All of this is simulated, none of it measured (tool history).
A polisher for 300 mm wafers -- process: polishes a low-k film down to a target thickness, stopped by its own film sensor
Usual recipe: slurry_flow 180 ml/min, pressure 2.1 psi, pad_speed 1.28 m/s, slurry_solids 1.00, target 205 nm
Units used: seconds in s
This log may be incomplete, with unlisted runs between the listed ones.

| run | hour | slurry_flow | pressure | pad_speed | slurry_solids | target | incoming thickness of the incoming film, nm | seconds |
|---|---|---|---|---|---|---|---|---|
| 1 | 0.0 | 180 | 2.1 | 1.28 | 1.00 | 205 | 260.8 | 108.5 |
|  | 8.4 | slurry blender recalibrated |
| 2 | 27.3 | 180 | 2.1 | 1.28 | 1.00 | 205 | 259.1 | 109.6 |
| 3 | 48.6 | 180 | 2.1 | 1.28 | 1.00 | 205 | 258.8 | 109.3 |
| 4 | 67.4 | 180 | 2.1 | 1.28 | 1.00 | 205 | 262.1 | 116.6 |
| 5 | 84.6 | 180 | 2.1 | 1.28 | 1.00 | 205 | 255.8 | 101.9 |
|  | 87.6 | conditioning disc replaced and pad reconditioned |
| 6 | 99.2 | 180 | 2.1 | 1.28 | 1.00 | 205 | 263.9 | 116.2 |
|  | 106.0 | worn pad replaced by a new one |
| 7 | 120.5 | 180 | 2.1 | 1.28 | 1.00 | 205 | 263.5 | 119.3 |
| 8 | 143.7 | 180 | 2.1 | 1.28 | 1.00 | 205 | 261.2 | 113.8 |
| 9 | 168.1 | 180 | 2.1 | 1.28 | 0.80 | 205 | 258.3 | 132.4 |
| 10 | 182.0 | 180 | 2.1 | 1.28 | 1.00 | 205 | 259.3 | 108.8 |
|  | 187.9 | head pressure recalibrated |
|  | 219.9 | worn pad replaced by a new one |
| 11 | 220.4 | 140 | 2.4 | 1.28 | 1.00 | 205 | 259.7 | 108.8 |
|  | 225.0 | slurry blender recalibrated |
| 12 | 247.9 | 180 | 2.4 | 1.28 | 1.00 | 205 | 261.8 | 105.2 |
| 13 | 277.7 | 180 | 2.1 | 1.28 | 1.00 | 205 | 256.9 | 110.1 |
|  | 288.0 | slurry nozzle cleaned |
| 14 | 306.4 | 180 | 2.1 | 1.46 | 1.00 | 205 | 259.3 | 90.2 |
| 15 | 331.8 | 180 | 2.1 | 1.28 | 0.80 | 222 | 261.1 | 90.5 |
|  | 337.6 | worn pad replaced by a new one, of another model than before |
| 16 | 347.8 | 120 | 2.1 | 1.28 | 1.00 | 205 | 260.5 | 120.4 |
| 17 | 363.8 | 180 | 2.1 | 1.28 | 0.80 | 187 | 259.4 | 167.8 |
| 18 | 384.6 | 240 | 2.6 | 1.28 | 1.10 | 212 | 260.1 | 71.1 |
|  | 397.6 | slurry blender recalibrated |
| 19 | 402.1 | 225 | 2.1 | 1.14 | 1.25 | 205 | 257.6 | 87.8 |
| 20 | 417.3 | 115 | 2.1 | 1.42 | 1.00 | 205 | 260.1 | 120.5 |
| 21 | 447.6 | 220 | 2.1 | 1.28 | 1.00 | 205 | 258.5 | 98.5 |

Run 22 is up next; what results do you expect?
|  | 463.4 | worn pad replaced by a new one |
| 22 | 467.0 | 180 | 2.1 | 1.28 | 1.00 | 205 | 262.1 | ? |

seconds: 110.9 s
If the tool had no hidden condition, the same run with the same run-to-run variation would have returned seconds 103.8 s.

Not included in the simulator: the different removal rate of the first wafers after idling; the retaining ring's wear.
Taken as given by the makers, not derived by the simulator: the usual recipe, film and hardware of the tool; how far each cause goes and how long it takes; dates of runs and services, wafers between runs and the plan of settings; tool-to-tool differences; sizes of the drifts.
